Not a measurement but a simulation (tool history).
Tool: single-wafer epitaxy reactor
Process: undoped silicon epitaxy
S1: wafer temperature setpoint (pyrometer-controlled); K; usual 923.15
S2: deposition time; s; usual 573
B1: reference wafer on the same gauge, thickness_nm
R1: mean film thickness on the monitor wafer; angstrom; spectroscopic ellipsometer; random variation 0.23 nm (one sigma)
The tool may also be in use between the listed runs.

run   hour      S1   S2      B1       R1
  1      0  923.15  573   94.11   956.28
  2   10.4  923.15  573  94.054   952.05
  3   20.2  914.15  573  94.086   803.25
  4   30.1  914.15  573  94.057   801.23
  5   39.8  930.15  523  94.052   997.05
  6   51.2  923.15  573  94.117   954.36
  7   58.8  912.15  504  94.092   679.02
  8   73.4  912.15  504  94.101   678.15
  9   86.8  923.15  573  94.113   952.93
 10     93  923.15  573  94.084   954.21
 11  105.6  923.15  573   94.09   950.26
 12  120.1  923.15  573  94.078   950.12
 13  128.9  923.15  573  94.052   953.16
 14  137.4  923.15  573  94.067   953.64
 15  145.6  923.15  573  94.086   952.64
 16  155.8  923.15  635  94.091  1052.68
 17  177.2  933.15  625  94.073  1244.92
 18  194.7  923.15  573  94.156   948.33
 19  208.6  923.15  573  94.106   943.33
 20  221.5  926.15  549  94.099   965.37
 21    238  926.15  549  94.065   959.02
 22  248.5  926.15  549  94.111    958.7
 23  254.6  934.15  630  94.078  1282.25
 24  268.1  923.15  573  94.094   943.74
 25  279.2  915.15  506  94.112   714.93
 26  288.4  914.15  502  94.015   695.91
 27  303.5  911.15  606  94.123   788.46
 28  314.6  919.15  640  94.122    978.5
 29  328.5  935.15  529  94.147  1091.98
     329.2  -- gauge calibrated
 30    337  918.15  507  94.098   755.87
     364.5  -- pyrometer calibrated
 31  364.9  923.15  573  94.106   975.63
 32  375.3  916.15  573  94.084   854.36
 33  382.6  929.15  642  94.113  1226.16
 34  393.4  923.15  466  94.039   793.61
 35  406.1  923.15  509  94.021   871.15
 36  417.6  923.15  573   94.05   978.08
 37  429.5  923.15  573  94.093   978.08
 38  443.1  923.15  573  94.137   975.89
 39  455.2  911.15  544  94.072   737.14
 40  472.9  930.15  633  94.122  1235.88
 41  485.7  916.15  517  94.121   770.32
 42  501.2  923.15  573  94.123   977.74
 43  518.7  915.15  573  94.095   840.49
 44    533  929.15  487  94.117   934.31
 45    542  933.15  573  94.146  1185.71

The same runs without the tool's hidden state, with the same run-to-run variation:
The hidden state here: wafer temperature above the value expected at the setpoint (K); gauge reads high (%).
run       R1
  1    972.2
  2   968.31
  3   817.53
  4   815.81
  5  1015.03
  6   972.26
  7   692.24
  8   691.78
  9   972.22
 10   973.77
 11   970.26
 12    970.7
 13   974.17
 14   975.01
 15   974.32
 16  1077.11
 17  1274.42
 18   971.97
 19   967.44
 20   990.45
 21   984.65
 22   984.78
 23  1316.95
 24   970.41
 25   735.83
 26   716.59
 27    812.6
 28  1008.51
 29  1125.16
 30   779.91
 31   969.98
 32   849.34
 33  1219.14
 34   789.01
 35   866.11
 36   972.44
 37   972.45
 38   970.29
 39   732.83
 40  1228.95
 41    765.9
 42   972.24
 43   835.73
 44   929.21
 45  1179.31
